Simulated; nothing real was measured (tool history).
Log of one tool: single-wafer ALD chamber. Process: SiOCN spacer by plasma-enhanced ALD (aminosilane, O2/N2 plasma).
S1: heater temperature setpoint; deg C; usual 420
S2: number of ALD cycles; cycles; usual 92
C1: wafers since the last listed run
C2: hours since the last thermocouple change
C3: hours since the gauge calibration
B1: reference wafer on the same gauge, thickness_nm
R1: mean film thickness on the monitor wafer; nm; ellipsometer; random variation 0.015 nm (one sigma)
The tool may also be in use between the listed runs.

{"run": 1, "hour": 0.0, "S1": 420, "S2": 92, "C1": 0, "C2": 2015.4, "C3": 391.5, "B1": 7.18, "R1": 6.057}
{"run": 2, "hour": 60.5, "S1": 420, "S2": 92, "C1": 244, "C2": 2075.9, "C3": 452.0, "B1": 7.177, "R1": 6.038}
{"run": 3, "hour": 123.7, "S1": 420, "S2": 92, "C1": 255, "C2": 2139.1, "C3": 515.2, "B1": 7.18, "R1": 6.029}
{"run": 4, "hour": 151.8, "S1": 420, "S2": 92, "C1": 113, "C2": 2167.2, "C3": 543.3, "B1": 7.18, "R1": 6.016}
{"run": 5, "hour": 177.4, "S1": 420, "S2": 92, "C1": 103, "C2": 2192.8, "C3": 568.9, "B1": 7.182, "R1": 6.047}
{"run": 6, "hour": 239.6, "S1": 428, "S2": 80, "C1": 251, "C2": 2255.0, "C3": 631.1, "B1": 7.178, "R1": 5.119}
{"run": 7, "hour": 292.5, "S1": 428, "S2": 80, "C1": 214, "C2": 2307.9, "C3": 684.0, "B1": 7.181, "R1": 5.115}
{"run": 8, "hour": 339.7, "S1": 420, "S2": 92, "C1": 190, "C2": 2355.1, "C3": 731.2, "B1": 7.18, "R1": 6.021}
{"run": 9, "hour": 379.1, "S1": 420, "S2": 92, "C1": 159, "C2": 2394.5, "C3": 770.6, "B1": 7.184, "R1": 6.025}
{"run": 10, "hour": 404.6, "S1": 420, "S2": 92, "C1": 103, "C2": 2420.0, "C3": 796.1, "B1": 7.178, "R1": 6.017}
{"run": 11, "hour": 432.4, "S1": 420, "S2": 92, "C1": 112, "C2": 2447.8, "C3": 823.9, "B1": 7.181, "R1": 5.99}
{"run": 12, "hour": 476.2, "S1": 420, "S2": 79, "C1": 177, "C2": 2491.6, "C3": 867.7, "B1": 7.178, "R1": 5.167}
{"run": 13, "hour": 516.7, "S1": 420, "S2": 79, "C1": 163, "C2": 2532.1, "C3": 908.2, "B1": 7.179, "R1": 5.159}
{"run": 14, "hour": 563.9, "S1": 420, "S2": 79, "C1": 190, "C2": 2579.3, "C3": 955.4, "B1": 7.178, "R1": 5.167}
{"hour": 619.0, "done": "thermocouple changed; heater temperature recalibrated"}
{"run": 15, "hour": 631.3, "S1": 411, "S2": 92, "C1": 240, "C2": 12.3, "C3": 1022.8, "B1": 7.18, "R1": 6.241}
{"run": 16, "hour": 670.4, "S1": 411, "S2": 92, "C1": 158, "C2": 51.4, "C3": 1061.9, "B1": 7.179, "R1": 6.23}
{"run": 17, "hour": 737.5, "S1": 411, "S2": 92, "C1": 271, "C2": 118.5, "C3": 1129.0, "B1": 7.178, "R1": 6.241}
{"run": 18, "hour": 806.6, "S1": 420, "S2": 92, "C1": 279, "C2": 187.6, "C3": 1198.1, "B1": 7.182, "R1": 6.1}
{"run": 19, "hour": 868.4, "S1": 406, "S2": 77, "C1": 250, "C2": 249.4, "C3": 1259.9, "B1": 7.179, "R1": 5.28}
{"run": 20, "hour": 913.7, "S1": 420, "S2": 85, "C1": 183, "C2": 294.7, "C3": 1305.2, "B1": 7.181, "R1": 5.648}
{"run": 21, "hour": 963.1, "S1": 416, "S2": 106, "C1": 199, "C2": 344.1, "C3": 1354.6, "B1": 7.178, "R1": 7.09}
{"run": 22, "hour": 989.4, "S1": 409, "S2": 78, "C1": 106, "C2": 370.4, "C3": 1380.9, "B1": 7.182, "R1": 5.313}
{"run": 23, "hour": 1031.4, "S1": 434, "S2": 92, "C1": 169, "C2": 412.4, "C3": 1422.9, "B1": 7.178, "R1": 5.862}
{"run": 24, "hour": 1059.2, "S1": 420, "S2": 92, "C1": 112, "C2": 440.2, "C3": 1450.7, "B1": 7.175, "R1": 6.052}
{"run": 25, "hour": 1104.9, "S1": 420, "S2": 80, "C1": 184, "C2": 485.9, "C3": 1496.4, "B1": 7.176, "R1": 5.277}
{"hour": 1136.8, "done": "gauge calibrated"}
{"run": 26, "hour": 1162.0, "S1": 420, "S2": 92, "C1": 231, "C2": 543.0, "C3": 25.2, "B1": 7.182, "R1": 6.089}
{"run": 27, "hour": 1211.5, "S1": 431, "S2": 109, "C1": 200, "C2": 592.5, "C3": 74.7, "B1": 7.181, "R1": 6.959}
{"run": 28, "hour": 1250.3, "S1": 420, "S2": 92, "C1": 157, "C2": 631.3, "C3": 113.5, "B1": 7.178, "R1": 6.074}
{"run": 29, "hour": 1304.2, "S1": 420, "S2": 85, "C1": 218, "C2": 685.2, "C3": 167.4, "B1": 7.178, "R1": 5.623}
{"run": 30, "hour": 1359.6, "S1": 420, "S2": 92, "C1": 224, "C2": 740.6, "C3": 222.8, "B1": 7.178, "R1": 6.092}
{"run": 31, "hour": 1402.9, "S1": 430, "S2": 86, "C1": 175, "C2": 783.9, "C3": 266.1, "B1": 7.179, "R1": 5.516}
{"run": 32, "hour": 1471.0, "S1": 420, "S2": 92, "C1": 275, "C2": 852.0, "C3": 334.2, "B1": 7.179, "R1": 6.105}
{"run": 33, "hour": 1514.7, "S1": 411, "S2": 92, "C1": 176, "C2": 895.7, "C3": 377.9, "B1": 7.182, "R1": 6.238}
{"run": 34, "hour": 1570.2, "S1": 405, "S2": 75, "C1": 224, "C2": 951.2, "C3": 433.4, "B1": 7.184, "R1": 5.147}
{"run": 35, "hour": 1595.9, "S1": 431, "S2": 109, "C1": 103, "C2": 976.9, "C3": 459.1, "B1": 7.182, "R1": 6.992}
{"run": 36, "hour": 1666.8, "S1": 413, "S2": 103, "C1": 286, "C2": 1047.8, "C3": 530.0, "B1": 7.18, "R1": 6.924}
{"run": 37, "hour": 1707.6, "S1": 424, "S2": 92, "C1": 165, "C2": 1088.6, "C3": 570.8, "B1": 7.177, "R1": 5.994}

3 ways to go on from here, each from the tool as it stands after run 37. What would each give?
{"run": "A", "hour": 1708.2, "S1": 420, "S2": 92, "C1": 2, "C2": 1089.2, "C3": 571.4, "B1": "?", "R1": "?"}
{"run": "B", "hour": 1708.2, "S1": 434, "S2": 102, "C1": 2, "C2": 1089.2, "C3": 571.4, "B1": "?", "R1": "?"}
{"run": "C", "hour": 1708.2, "S1": 425, "S2": 103, "C1": 2, "C2": 1089.2, "C3": 571.4, "B1": "?", "R1": "?"}

run=A B1=7.176 R1=6.092
run=B B1=7.176 R1=6.487
run=C B1=7.176 R1=6.724
Without the tool's hidden state the same runs would have given:
run=A R1=6.123
run=B R1=6.521
run=C R1=6.758

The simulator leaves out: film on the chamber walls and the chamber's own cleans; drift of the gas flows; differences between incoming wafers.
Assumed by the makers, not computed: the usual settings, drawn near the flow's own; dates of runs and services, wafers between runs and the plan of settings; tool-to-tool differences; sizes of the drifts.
